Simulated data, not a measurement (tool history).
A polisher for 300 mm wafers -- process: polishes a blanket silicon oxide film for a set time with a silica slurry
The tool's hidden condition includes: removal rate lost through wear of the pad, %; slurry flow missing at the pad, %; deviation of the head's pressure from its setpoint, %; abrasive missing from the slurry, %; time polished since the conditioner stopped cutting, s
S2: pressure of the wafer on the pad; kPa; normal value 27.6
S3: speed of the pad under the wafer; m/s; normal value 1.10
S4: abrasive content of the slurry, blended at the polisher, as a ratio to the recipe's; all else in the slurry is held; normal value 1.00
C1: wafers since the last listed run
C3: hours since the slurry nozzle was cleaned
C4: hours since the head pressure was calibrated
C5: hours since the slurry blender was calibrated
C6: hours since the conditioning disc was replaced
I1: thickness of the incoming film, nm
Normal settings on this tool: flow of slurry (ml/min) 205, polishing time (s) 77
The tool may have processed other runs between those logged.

Run 1, hour 0.0: usual settings; C1 0; wafers polished on this pad 517; C3 556.2; C4 1241.9; C5 47.7; C6 203.8; I1 1258.9. Result: film removed (Å) 1931.
Run 2, hour 6.7: usual settings; C1 61; wafers polished on this pad 579; C3 562.9; C4 1248.6; C5 54.4; C6 210.5; I1 1280.7. Result: film removed (Å) 1935.
At hour 15.6: worn pad replaced by a new one.
Run 3, hour 17.3: usual settings; C1 61; wafers polished on this pad 15; C3 573.5; C4 1259.2; C5 65.0; C6 221.1; I1 1254.9. Result: film removed (Å) 1950.
Run 4, hour 25.5: usual settings; C1 75; wafers polished on this pad 91; C3 581.7; C4 1267.4; C5 73.2; C6 229.3; I1 1283.3. Result: film removed (Å) 1939.
Run 5, hour 41.5: usual settings; C1 147; wafers polished on this pad 239; C3 597.7; C4 1283.4; C5 89.2; C6 245.3; I1 1276.2. Result: film removed (Å) 1926.
Run 6, hour 54.8: usual settings; C1 122; wafers polished on this pad 362; C3 611.0; C4 1296.7; C5 102.5; C6 258.6; I1 1292.9. Result: film removed (Å) 1928.
Run 7, hour 61.1: usual settings but polishing time (s) 60; C1 58; wafers polished on this pad 420; C3 617.3; C4 1303.0; C5 108.8; C6 264.9; I1 1292.2. Result: film removed (Å) 1501.
Run 8, hour 75.4: usual settings but polishing time (s) 60; C1 132; wafers polished on this pad 552; C3 631.6; C4 1317.3; C5 123.1; C6 279.2; I1 1279.0. Result: film removed (Å) 1492.
Run 9, hour 87.3: usual settings but polishing time (s) 60; C1 110; wafers polished on this pad 662; C3 643.5; C4 1329.2; C5 135.0; C6 291.1; I1 1281.0. Result: film removed (Å) 1498.
At hour 102.2: worn pad replaced by a new one, of another model than before.
Run 10, hour 103.0: usual settings; C1 108; wafers polished on this pad 7; C3 659.2; C4 1344.9; C5 150.7; C6 306.8; I1 1294.0. Result: film removed (Å) 1931.
Run 11, hour 120.1: usual settings; C1 158; wafers polished on this pad 165; C3 676.3; C4 1362.0; C5 167.8; C6 323.9; I1 1268.6. Result: film removed (Å) 1900.
Run 12, hour 134.7: usual settings; C1 134; wafers polished on this pad 300; C3 690.9; C4 1376.6; C5 182.4; C6 338.5; I1 1301.2. Result: film removed (Å) 1922.
At hour 137.2: slurry nozzle cleaned.
At hour 152.9: head pressure recalibrated.
Run 13, hour 153.4: usual settings; C1 145; wafers polished on this pad 445; C3 16.2; C4 0.5; C5 201.1; C6 357.2; I1 1274.7. Result: film removed (Å) 1890.
At hour 163.6: slurry blender recalibrated.
Run 14, hour 166.4: usual settings but S2 24.8 kPa, S4 0.70; C1 101; wafers polished on this pad 547; C3 29.2; C4 13.5; C5 2.8; C6 370.2; I1 1263.7. Result: film removed (Å) 1626.
Run 15, hour 180.6: usual settings but S3 1.36 m/s, S4 1.15; C1 131; wafers polished on this pad 678; C3 43.4; C4 27.7; C5 17.0; C6 384.4; I1 1299.7. Result: film removed (Å) 2306.
At hour 191.5: worn pad replaced by a new one.
Run 16, hour 192.0: usual settings but S2 19.3 kPa, S3 0.96 m/s; C1 68; wafers polished on this pad 4; C3 54.8; C4 39.1; C5 28.4; C6 395.8; I1 1273.1. Result: film removed (Å) 1524.
Run 17, hour 205.1: usual settings; C1 121; wafers polished on this pad 125; C3 67.9; C4 52.2; C5 41.5; C6 408.9; I1 1283.6. Result: film removed (Å) 1965.
Run 18, hour 217.8: usual settings but S4 0.75; C1 117; wafers polished on this pad 243; C3 80.6; C4 64.9; C5 54.2; C6 421.6; I1 1280.1. Result: film removed (Å) 1757.
Run 19, hour 230.1: usual settings but flow of slurry (ml/min) 150, S2 32.4 kPa; C1 113; wafers polished on this pad 356; C3 92.9; C4 77.2; C5 66.5; C6 433.9; I1 1270.9. Result: film removed (Å) 2066.
Run 20, hour 244.7: usual settings but S2 35.9 kPa, polishing time (s) 57; C1 134; wafers polished on this pad 491; C3 107.5; C4 91.8; C5 81.1; C6 448.5; I1 1251.8. Result: film removed (Å) 1670.
At hour 247.8: conditioning disc replaced and pad reconditioned.
Run 21, hour 251.2: usual settings; C1 41; wafers polished on this pad 533; C3 114.0; C4 98.3; C5 87.6; C6 3.4; I1 1288.9. Result: film removed (Å) 1918.
Run 22, hour 260.5: usual settings but flow of slurry (ml/min) 170, polishing time (s) 86; C1 85; wafers polished on this pad 619; C3 123.3; C4 107.6; C5 96.9; C6 12.7; I1 1308.0. Result: film removed (Å) 2092.
At hour 267.1: worn pad replaced by a new one.
Run 23, hour 270.1: usual settings but flow of slurry (ml/min) 160, S2 31.0 kPa; C1 51; wafers polished on this pad 27; C3 132.9; C4 117.2; C5 106.5; C6 22.3; I1 1279.0. Result: film removed (Å) 2006.
Run 24, hour 284.6: usual settings but S2 20.0 kPa, S3 1.44 m/s, S4 1.20; C1 134; wafers polished on this pad 161; C3 147.4; C4 131.7; C5 121.0; C6 36.8; I1 1274.0. Result: film removed (Å) 2015.
Run 25, hour 300.0: usual settings but S3 0.82 m/s; C1 142; wafers polished on this pad 303; C3 162.8; C4 147.1; C5 136.4; C6 52.2; I1 1290.5. Result: film removed (Å) 1649.
Run 26, hour 324.6: usual settings; C1 227; wafers polished on this pad 531; C3 187.4; C4 171.7; C5 161.0; C6 76.8; I1 1274.1. Result: film removed (Å) 1908.
Run 27, hour 335.4: usual settings but S3 0.92 m/s; C1 99; wafers polished on this pad 631; C3 198.2; C4 182.5; C5 171.8; C6 87.6; I1 1283.3. Result: film removed (Å) 1719.

Here are 3 independent what-if runs from the current tool condition. What would each one return?
Run A, hour 335.8: usual settings but S3 0.80 m/s; C1 3; wafers polished on this pad 634; C3 198.6; C4 182.9; C5 172.2; C6 88.0; I1 1270.4. Result: film removed (Å) ?.
Run B, hour 335.8: usual settings but S2 33.1 kPa, S4 0.70, polishing time (s) 91; C1 3; wafers polished on this pad 634; C3 198.6; C4 182.9; C5 172.2; C6 88.0; I1 1270.4. Result: film removed (Å) ?.
Run C, hour 335.8: usual settings but S4 0.85, polishing time (s) 95; C1 3; wafers polished on this pad 634; C3 198.6; C4 182.9; C5 172.2; C6 88.0; I1 1270.4. Result: film removed (Å) ?.

run  film removed (Å)
  A              1614
  B              2202
  C              2221
With no hidden state in the tool, these same runs would have given:
run  film removed (Å)
  A              1663
  B              2278
  C              2293
